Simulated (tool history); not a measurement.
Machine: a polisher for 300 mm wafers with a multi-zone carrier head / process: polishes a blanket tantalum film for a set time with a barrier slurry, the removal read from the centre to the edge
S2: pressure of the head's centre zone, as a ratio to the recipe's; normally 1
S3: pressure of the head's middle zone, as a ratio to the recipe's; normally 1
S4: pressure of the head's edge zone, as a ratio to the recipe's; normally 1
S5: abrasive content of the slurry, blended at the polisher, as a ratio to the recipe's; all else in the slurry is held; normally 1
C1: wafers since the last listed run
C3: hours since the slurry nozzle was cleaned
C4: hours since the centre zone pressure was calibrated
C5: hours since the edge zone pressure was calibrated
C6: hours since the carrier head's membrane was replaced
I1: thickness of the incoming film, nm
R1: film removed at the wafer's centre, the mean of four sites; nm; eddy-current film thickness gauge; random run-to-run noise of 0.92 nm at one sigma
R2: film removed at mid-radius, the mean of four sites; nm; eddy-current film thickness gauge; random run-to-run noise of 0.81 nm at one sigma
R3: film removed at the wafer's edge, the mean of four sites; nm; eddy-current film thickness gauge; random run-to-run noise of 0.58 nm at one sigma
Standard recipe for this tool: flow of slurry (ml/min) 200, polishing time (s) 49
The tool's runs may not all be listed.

run 1 hour=0 | flow_of_slurry_(ml/min)=200 S2=1 S3=1 S4=1 S5=1 polishing_time_(s)=49 | C1=0 wafers_polished_on_this_pad=3550 C3=299.3 C4=237.3 C5=196.1 C6=1480.8 | I1=312.5 | R1=87.8 R2=87.8 R3=85.2
run 2 hour=52.8 | flow_of_slurry_(ml/min)=200 S2=1 S3=1 S4=1 S5=1 polishing_time_(s)=49 | C1=594 wafers_polished_on_this_pad=4144 C3=352.1 C4=290.1 C5=248.9 C6=1533.6 | I1=307.9 | R1=87.3 R2=85.8 R3=83.7
-- hour=130.8 worn pad replaced by a new one
run 3 hour=135.4 | flow_of_slurry_(ml/min)=200 S2=1 S3=1 S4=1 S5=1 polishing_time_(s)=49 | C1=884 wafers_polished_on_this_pad=51 C3=434.7 C4=372.7 C5=331.5 C6=1616.2 | I1=306.1 | R1=95.3 R2=93.5 R3=90.7
run 4 hour=187.4 | flow_of_slurry_(ml/min)=200 S2=1 S3=1 S4=1 S5=1 polishing_time_(s)=49 | C1=585 wafers_polished_on_this_pad=636 C3=486.7 C4=424.7 C5=383.5 C6=1668.2 | I1=311.1 | R1=94.3 R2=92.8 R3=90.7
run 5 hour=239.8 | flow_of_slurry_(ml/min)=200 S2=1 S3=1 S4=1 S5=1 polishing_time_(s)=49 | C1=589 wafers_polished_on_this_pad=1226 C3=539.1 C4=477.1 C5=435.9 C6=1720.6 | I1=308.8 | R1=94.8 R2=92.3 R3=91
run 6 hour=280.2 | flow_of_slurry_(ml/min)=200 S2=1 S3=1 S4=1 S5=1 polishing_time_(s)=49 | C1=454 wafers_polished_on_this_pad=1680 C3=579.5 C4=517.5 C5=476.3 C6=1761 | I1=310.3 | R1=93 R2=91.7 R3=89.2
-- hour=288.4 centre zone pressure recalibrated
run 7 hour=363.5 | flow_of_slurry_(ml/min)=200 S2=1 S3=1 S4=1 S5=1 polishing_time_(s)=49 | C1=914 wafers_polished_on_this_pad=2595 C3=662.8 C4=75.1 C5=559.6 C6=1844.3 | I1=315.3 | R1=92.2 R2=90.2 R3=88.2
-- hour=401.3 slurry nozzle cleaned
run 8 hour=421.6 | flow_of_slurry_(ml/min)=175 S2=1 S3=1 S4=0.92 S5=1 polishing_time_(s)=49 | C1=642 wafers_polished_on_this_pad=3238 C3=20.3 C4=133.2 C5=617.7 C6=1902.4 | I1=306.6 | R1=87.9 R2=87.1 R3=81.8
-- hour=441.6 edge zone pressure recalibrated
run 9 hour=473.9 | flow_of_slurry_(ml/min)=200 S2=1 S3=1 S4=1 S5=0.7 polishing_time_(s)=49 | C1=565 wafers_polished_on_this_pad=3804 C3=72.6 C4=185.5 C5=32.3 C6=1954.7 | I1=307.8 | R1=74 R2=74.1 R3=71.4
-- hour=510.7 carrier head's membrane replaced by a new one
run 10 hour=523.1 | flow_of_slurry_(ml/min)=175 S2=1 S3=1.08 S4=1 S5=1 polishing_time_(s)=34 | C1=497 wafers_polished_on_this_pad=4301 C3=121.8 C4=234.7 C5=81.5 C6=12.4 | I1=307.4 | R1=58.2 R2=60 R3=55.3
-- hour=536.9 worn pad replaced by a new one
run 11 hour=629.1 | flow_of_slurry_(ml/min)=200 S2=1 S3=1 S4=1 S5=1.1 polishing_time_(s)=49 | C1=1147 wafers_polished_on_this_pad=1037 C3=227.8 C4=340.7 C5=187.5 C6=118.4 | I1=305.7 | R1=98.9 R2=97.2 R3=95.1
run 12 hour=678.2 | flow_of_slurry_(ml/min)=265 S2=0.94 S3=1 S4=1 S5=1 polishing_time_(s)=49 | C1=552 wafers_polished_on_this_pad=1589 C3=276.9 C4=389.8 C5=236.6 C6=167.5 | I1=305 | R1=91.6 R2=96 R3=93.9
-- hour=714.5 centre zone pressure recalibrated
run 13 hour=716.9 | flow_of_slurry_(ml/min)=245 S2=1 S3=1 S4=1 S5=1 polishing_time_(s)=49 | C1=412 wafers_polished_on_this_pad=2002 C3=315.6 C4=2.4 C5=275.3 C6=206.2 | I1=309.6 | R1=95.1 R2=95.6 R3=92.4
run 14 hour=812.4 | flow_of_slurry_(ml/min)=200 S2=1 S3=1 S4=1 S5=1 polishing_time_(s)=49 | C1=1074 wafers_polished_on_this_pad=3077 C3=411.1 C4=97.9 C5=370.8 C6=301.7 | I1=308.5 | R1=90.9 R2=90.5 R3=86.6
run 15 hour=854.9 | flow_of_slurry_(ml/min)=200 S2=1.06 S3=1 S4=0.94 S5=1.1 polishing_time_(s)=49 | C1=478 wafers_polished_on_this_pad=3555 C3=453.6 C4=140.4 C5=413.3 C6=344.2 | I1=312.8 | R1=97.7 R2=91.1 R3=87
run 16 hour=937.5 | flow_of_slurry_(ml/min)=200 S2=1 S3=0.9 S4=1 S5=1 polishing_time_(s)=49 | C1=929 wafers_polished_on_this_pad=4484 C3=536.2 C4=223 C5=495.9 C6=426.8 | I1=307.9 | R1=87.3 R2=79.4 R3=82.2
-- hour=967.9 worn pad replaced by a new one
-- hour=1009.7 slurry nozzle cleaned
run 17 hour=1029.1 | flow_of_slurry_(ml/min)=225 S2=1.09 S3=1 S4=1.06 S5=1.2 polishing_time_(s)=49 | C1=974 wafers_polished_on_this_pad=677 C3=19.4 C4=314.6 C5=587.5 C6=518.4 | I1=313.5 | R1=114.4 R2=102 R3=99.7
run 18 hour=1111 | flow_of_slurry_(ml/min)=170 S2=0.96 S3=1 S4=1 S5=1 polishing_time_(s)=49 | C1=921 wafers_polished_on_this_pad=1599 C3=101.3 C4=396.5 C5=669.4 C6=600.3 | I1=307.2 | R1=85.4 R2=90.4 R3=88.5
-- hour=1129.2 edge zone pressure recalibrated
-- hour=1226.5 centre zone pressure recalibrated
run 19 hour=1239 | flow_of_slurry_(ml/min)=200 S2=1 S3=1 S4=1 S5=1 polishing_time_(s)=49 | C1=1395 wafers_polished_on_this_pad=2994 C3=229.3 C4=12.5 C5=109.8 C6=728.3 | I1=310.3 | R1=90.4 R2=90.9 R3=87.6
run 20 hour=1304.8 | flow_of_slurry_(ml/min)=200 S2=1.07 S3=1 S4=1 S5=1 polishing_time_(s)=49 | C1=740 wafers_polished_on_this_pad=3735 C3=295.1 C4=78.3 C5=175.6 C6=794.1 | I1=310.2 | R1=94.5 R2=86.6 R3=84.9
-- hour=1343.6 worn pad replaced by a new one
run 21 hour=1370 | flow_of_slurry_(ml/min)=265 S2=1 S3=1 S4=1 S5=1 polishing_time_(s)=49 | C1=688 wafers_polished_on_this_pad=297 C3=360.3 C4=143.5 C5=240.8 C6=859.3 | I1=307.6 | R1=97.7 R2=96.6 R3=94.3
run 22 hour=1414.3 | flow_of_slurry_(ml/min)=145 S2=1.06 S3=1 S4=1 S5=1 polishing_time_(s)=49 | C1=498 wafers_polished_on_this_pad=795 C3=404.6 C4=187.8 C5=285.1 C6=903.6 | I1=311 | R1=91.8 R2=86.8 R3=86.2

Here are 3 independent what-if runs from the current tool condition. What would each one return?
run A hour=1414.7 | flow_of_slurry_(ml/min)=235 S2=1 S3=1 S4=1 S5=1 polishing_time_(s)=49 | C1=4 wafers_polished_on_this_pad=800 C3=405 C4=188.2 C5=285.5 C6=904 | I1=306.7 | R1=? R2=? R3=?
run B hour=1414.7 | flow_of_slurry_(ml/min)=200 S2=1.04 S3=0.9 S4=1.12 S5=1 polishing_time_(s)=40 | C1=4 wafers_polished_on_this_pad=800 C3=405 C4=188.2 C5=285.5 C6=904 | I1=306.7 | R1=? R2=? R3=?
run C hour=1414.7 | flow_of_slurry_(ml/min)=180 S2=1.03 S3=1 S4=1 S5=1 polishing_time_(s)=49 | C1=4 wafers_polished_on_this_pad=800 C3=405 C4=188.2 C5=285.5 C6=904 | I1=306.7 | R1=? R2=? R3=?

run=A R1=98.8 R2=95 R3=92.6
run=B R1=81.7 R2=70.5 R3=78.6
run=C R1=97.2 R2=91.2 R3=89.8
The same runs, with their run-to-run variation unchanged, on a tool lacking any hidden condition would have given:
run=A R1=99.8 R2=96 R3=93.6
run=B R1=82.5 R2=71.3 R3=79.5
run=C R1=98.2 R2=92.2 R3=90.8
